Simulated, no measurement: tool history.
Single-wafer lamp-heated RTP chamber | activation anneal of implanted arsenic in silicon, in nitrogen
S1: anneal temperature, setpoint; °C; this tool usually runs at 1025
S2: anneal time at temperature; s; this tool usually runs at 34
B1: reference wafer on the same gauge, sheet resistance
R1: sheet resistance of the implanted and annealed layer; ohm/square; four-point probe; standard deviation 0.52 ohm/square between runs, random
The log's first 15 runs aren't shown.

run,hour,S1,S2,B1,R1
16,185.2,1054,54,92.75,90.95
# hour 196.0: reflector plate cleaned
17,203.0,1010,28,92.74,105.79
18,220.3,1000,28,92.96,108.50
19,227.2,1006,28,93.02,106.19
20,242.8,1025,34,93.14,100.35
21,255.2,1014,34,92.99,101.85
22,263.9,1051,34,93.34,94.01
23,274.8,1025,34,92.95,99.14
24,290.5,1015,39,93.18,99.64
# hour 300.3: pyrometer window cleaned and pyrometer calibrated
25,300.8,1025,34,93.24,101.68
26,309.4,1051,48,92.94,93.56
27,318.4,1025,34,92.76,102.34
28,327.6,1016,28,93.05,105.46
# hour 334.7: gauge calibrated
29,340.8,1035,42,93.07,97.65
30,358.6,1035,34,92.91,99.57
31,373.0,1025,34,93.07,102.26
32,384.9,1007,52,93.12,101.68

For run 33, what comes out?
33,392.1,1036,52,?,?

B1: 93.14
R1: 96.51 ohm/square
With the hidden condition absent and the run-to-run variation left alone, this run would have shown R1 97.13 ohm/square.

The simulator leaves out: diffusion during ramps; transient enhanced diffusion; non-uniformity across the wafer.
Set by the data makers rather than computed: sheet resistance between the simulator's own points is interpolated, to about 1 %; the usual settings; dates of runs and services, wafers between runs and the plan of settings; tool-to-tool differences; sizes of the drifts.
